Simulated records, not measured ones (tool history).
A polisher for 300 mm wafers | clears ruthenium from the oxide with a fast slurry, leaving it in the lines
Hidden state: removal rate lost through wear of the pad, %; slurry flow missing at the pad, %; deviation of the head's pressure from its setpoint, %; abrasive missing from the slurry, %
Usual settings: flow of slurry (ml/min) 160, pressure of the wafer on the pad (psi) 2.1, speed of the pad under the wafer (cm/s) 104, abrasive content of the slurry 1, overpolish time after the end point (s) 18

run,hour,flow of slurry (ml/min),pressure of the wafer on the pad (psi),speed of the pad under the wafer (cm/s),abrasive content of the slurry,overpolish time after the end point (s),wafers since the last listed run,wafers polished on this pad,hours since the slurry nozzle was cleaned,hours since the head pressure was calibrated,hours since the slurry blender was calibrated,"incoming thickness of the incoming film, nm",time until the end point was called (s),dishing of a wide line in a test structure (Å)
1,0,160,2.1,104,1,18,0,2982,215.7,1261.8,210.1,258.8,92.4,362
2,66.5,160,2.1,104,1,18,593,3575,282.2,1328.3,276.6,260.1,98.4,356
# hour 71.6: head pressure recalibrated
# hour 90.4: worn pad replaced by a new one
3,106.7,170,1.6,104,1,18,305,145,322.4,35.1,316.8,259.1,104.1,322
4,194.4,170,1.6,104,1,18,782,928,410.1,122.8,404.5,262.6,106.4,334
# hour 214.8: slurry nozzle cleaned
5,252.3,170,1.6,104,1,18,507,1435,37.5,180.7,462.4,260,105.1,321
# hour 264.7: slurry blender recalibrated
6,328.3,195,2.1,104,1,18,660,2095,113.5,256.7,63.6,258.4,86.3,409
7,366.1,195,2.1,104,1,18,337,2432,151.3,294.5,101.4,256.7,81.9,390
8,452,160,2.1,104,1,18,766,3199,237.2,380.4,187.3,256.6,85.8,387
9,509.6,160,2.1,104,1,18,513,3712,294.8,438,244.9,260,90.3,409
# hour 532.1: worn pad replaced by a new one
10,594.6,160,2.1,104,1,18,722,557,379.8,523,329.9,261.4,84.4,384
11,633.1,215,2.1,104,1.15,10,343,900,418.3,561.5,368.4,256,77.8,252
12,719.6,160,2.1,104,1,18,771,1672,504.8,648,454.9,261.6,90.4,387
# hour 739.8: slurry nozzle cleaned
# hour 800.9: slurry blender recalibrated
13,824.9,195,2.1,104,1,18,912,2584,85.1,753.3,24,258.6,88.5,378
14,898.8,115,2.1,104,1,18,659,3243,159,827.2,97.9,260.4,96.9,353
15,942.2,160,1.6,104,1,18,387,3630,202.4,870.6,141.3,256,111.7,295
16,1038,160,2.1,104,1,18,854,4485,298.2,966.4,237.1,262.8,92,362
# hour 1096.7: worn pad replaced by a new one
17,1133,160,1.8,92,1.3,12,811,323,393.2,1061.4,332.1,264.7,104.1,226
18,1213.5,210,2.1,136,1,18,718,1041,473.7,1141.9,412.6,259.3,67.8,483
# hour 1284.4: slurry nozzle cleaned
19,1291.3,160,2.8,104,1.15,18,685,1726,6.9,1219.7,490.4,260.8,69.5,463
# hour 1317.9: slurry blender recalibrated
20,1349.1,160,1.5,120,1.1,23,497,2224,64.7,1277.5,31.2,257.9,103.6,410
# hour 1378.6: head pressure recalibrated
21,1411.9,190,2.1,104,1,18,542,2766,127.5,33.3,94,254.9,84,398
22,1448.3,145,2.1,134,1,18,324,3091,163.9,69.7,130.4,261,69.7,462
23,1538.9,160,2.5,104,1,18,808,3899,254.5,160.3,221,262.7,77.2,453
# hour 1589.3: worn pad replaced by a new one
24,1597.5,160,2.1,104,1,18,487,73,313.1,218.9,279.6,259.1,87.2,380
25,1658.7,160,2.6,104,1,9,545,619,374.3,280.1,340.8,257.3,72.9,238
26,1723.9,140,2.1,104,1,26,581,1200,439.5,345.3,406,261.5,89,504
27,1774.5,145,2.8,138,0.75,18,451,1652,490.1,395.9,456.6,259.7,61.3,547
# hour 1788.4: slurry blender recalibrated
# hour 1812.4: slurry nozzle cleaned
28,1879,160,2.1,88,0.85,28,905,2557,66.6,500.4,90.6,255.6,111.3,452

Forecast each of these 4 alternatives for the next run:
A,1879.4,160,2.1,104,1,14,3,2561,67,500.8,91,262.7,?,?
B,1879.4,160,2.5,80,1,10,3,2561,67,500.8,91,262.7,?,?
C,1879.4,105,2.1,104,1,18,3,2561,67,500.8,91,262.7,?,?
D,1879.4,160,2.1,104,0.75,18,3,2561,67,500.8,91,262.7,?,?

run,time until the end point was called (s),dishing of a wide line in a test structure (Å)
A,90.1,301
B,101,196
C,99.2,349
D,104.1,333
Without the tool's hidden state the same runs would have given:
run,time until the end point was called (s),dishing of a wide line in a test structure (Å)
A,88.8,306
B,99.5,199
C,97.8,353
D,102.6,338
